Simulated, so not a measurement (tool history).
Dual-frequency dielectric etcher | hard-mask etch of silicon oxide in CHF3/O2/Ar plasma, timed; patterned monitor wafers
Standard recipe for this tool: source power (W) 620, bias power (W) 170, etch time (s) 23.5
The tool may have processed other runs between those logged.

| run | hour | source power (W) | bias power (W) | etch time (s) | read-back reference wafer on the same gauge, depth_nm | mean etch depth across the wafer (angstrom) |
|---|---|---|---|---|---|---|
| 1 | 0 | 620 | 170 | 28.5 | 41.42 | 583.8 |
| 2 | 76.6 | 620 | 170 | 28.5 | 41.39 | 591.3 |
| 3 | 118 | 620 | 170 | 28.5 | 41.46 | 587.1 |
| 4 | 176.1 | 620 | 170 | 23.5 | 41.37 | 491 |
| 5 | 270.3 | 620 | 170 | 23.5 | 41.39 | 489.9 |
|  | 301 | wet clean of the chamber |
| 6 | 345 | 620 | 170 | 23.5 | 41.36 | 477.5 |
| 7 | 553.4 | 620 | 170 | 23.5 | 41.41 | 485.5 |
| 8 | 659.8 | 620 | 170 | 23.5 | 41.36 | 489.5 |
| 9 | 736.1 | 620 | 170 | 23.5 | 41.5 | 487.8 |
|  | 816.6 | wet clean of the chamber |
| 10 | 897.8 | 620 | 170 | 23.5 | 41.43 | 473.1 |
| 11 | 955.8 | 620 | 170 | 23.5 | 41.34 | 474.4 |
| 12 | 1042.7 | 620 | 170 | 23.5 | 41.43 | 476 |
| 13 | 1121.9 | 620 | 195 | 27.5 | 41.37 | 592.5 |
|  | 1134.3 | gauge calibrated |
| 14 | 1158.6 | 620 | 160 | 23.5 | 41.37 | 473 |
|  | 1246.4 | bias power generator calibrated |
| 15 | 1255.8 | 620 | 170 | 27.5 | 41.44 | 572.3 |
|  | 1338.2 | wet clean of the chamber |
| 16 | 1367.6 | 620 | 154 | 28.5 | 41.39 | 553.9 |
| 17 | 1417.5 | 660 | 190 | 18 | 41.41 | 387.5 |
|  | 1581.7 | source power generator calibrated |
| 18 | 1696.1 | 620 | 201 | 21 | 41.39 | 467.1 |
|  | 1775.3 | upper electrode replaced |
| 19 | 1794.1 | 540 | 204 | 23.5 | 41.38 | 507.7 |
|  | 1850.9 | wet clean of the chamber |
| 20 | 1862.6 | 620 | 170 | 23.5 | 41.44 | 480.9 |
| 21 | 1929.5 | 620 | 170 | 23.5 | 41.32 | 485.8 |
| 22 | 2033.5 | 620 | 131 | 29.5 | 41.38 | 561.4 |
| 23 | 2127.2 | 560 | 184 | 18 | 41.42 | 374 |
| 24 | 2181.3 | 620 | 170 | 17.5 | 41.39 | 368.6 |
| 25 | 2259.2 | 620 | 170 | 23.5 | 41.36 | 500.1 |
| 26 | 2308.9 | 620 | 170 | 23.5 | 41.47 | 499.8 |
|  | 2367.4 | wet clean of the chamber |
| 27 | 2388.2 | 490 | 139 | 29 | 41.4 | 501.6 |
| 28 | 2450.3 | 700 | 170 | 28 | 41.39 | 603.4 |
| 29 | 2492.4 | 620 | 170 | 23.5 | 41.34 | 480.6 |
| 30 | 2595.7 | 620 | 145 | 19.5 | 41.43 | 381.5 |

3 options for the next run, each taken on its own from the tool as it stands now. Forecast them:
| A | 2596.1 | 480 | 170 | 23.5 | ? | ? |
| B | 2596.1 | 690 | 145 | 18 | ? | ? |
| C | 2596.1 | 700 | 208 | 19 | ? | ? |

| run | read-back reference wafer on the same gauge, depth_nm | mean etch depth across the wafer (angstrom) |
|---|---|---|
| A | 41.41 | 438.3 |
| B | 41.41 | 367.1 |
| C | 41.41 | 441.6 |
Without the tool's hidden state the same runs would have given:
| run | mean etch depth across the wafer (angstrom) |
|---|---|
| A | 434.6 |
| B | 364 |
| C | 437.9 |
